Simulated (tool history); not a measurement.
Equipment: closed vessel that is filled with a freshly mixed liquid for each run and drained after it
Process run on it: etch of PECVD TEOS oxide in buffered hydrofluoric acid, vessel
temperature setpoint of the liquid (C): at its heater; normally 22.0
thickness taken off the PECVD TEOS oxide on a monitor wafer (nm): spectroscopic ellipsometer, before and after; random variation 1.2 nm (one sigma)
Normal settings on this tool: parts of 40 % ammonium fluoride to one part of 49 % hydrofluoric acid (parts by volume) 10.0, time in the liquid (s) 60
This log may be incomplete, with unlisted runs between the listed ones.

run,hour,temperature setpoint of the liquid (C),parts of 40 % ammonium fluoride to one part of 49 % hydrofluoric acid (parts by volume),time in the liquid (s),wafers since the last listed run,hours since the thermometer was replaced,hours since the hydrofluoric acid flow meter was replaced,hours since the gauge calibration,"read-back film thickness of the PECVD TEOS oxide reference wafer, read on the same gauge (nm)",thickness taken off the PECVD TEOS oxide on a monitor wafer (nm)
1,0.0,22.0,10.0,60,0,182.3,848.8,739.6,99.98,134.33
2,55.1,22.0,10.0,60,7890,237.4,903.9,794.7,100.01,132.48
3,152.1,22.0,10.0,60,13890,334.4,1000.9,891.7,99.99,135.28
4,243.3,22.0,10.0,75,13059,425.6,1092.1,982.9,99.99,166.86
# hour 323.6: hydrofluoric acid flow meter replaced
5,342.5,22.0,10.0,75,14062,524.8,18.9,1082.1,100.03,164.73
6,414.9,22.0,10.0,75,10367,597.2,91.3,1154.5,100.01,164.35
7,475.6,22.0,10.0,60,8692,657.9,152.0,1215.2,99.99,133.13
# hour 561.5: gauge calibrated
8,575.8,19.0,6.5,40,14348,758.1,252.2,14.3,99.97,113.47
9,634.5,25.0,10.0,60,8405,816.8,310.9,73.0,99.97,160.20
# hour 675.1: thermometer replaced
10,683.3,20.0,11.5,40,6844,8.2,359.7,121.8,99.99,69.54
11,775.1,22.0,12.5,60,13145,100.0,451.5,213.6,99.99,107.54
12,841.8,22.0,10.0,75,9551,166.7,518.2,280.3,99.98,167.03
13,879.5,22.0,13.5,35,5398,204.4,555.9,318.0,99.98,57.50
14,983.4,20.5,11.0,80,14878,308.3,659.8,421.9,100.00,150.16
15,1078.1,19.0,6.5,40,13560,403.0,754.5,516.6,100.00,112.58

Hidden state at the last listed run before each entry between runs and at the first one after, where it differs:
In the gap between runs 4 and 5: hydrofluoric acid flow meter replaced (hour 323.6)
  nothing in the hidden state changes from one run to the other
In the gap between runs 7 and 8: gauge calibrated (hour 561.5)
  nothing in the hidden state changes from one run to the other
In the gap between runs 9 and 10: thermometer replaced (hour 675.1)
  nothing in the hidden state changes from one run to the other
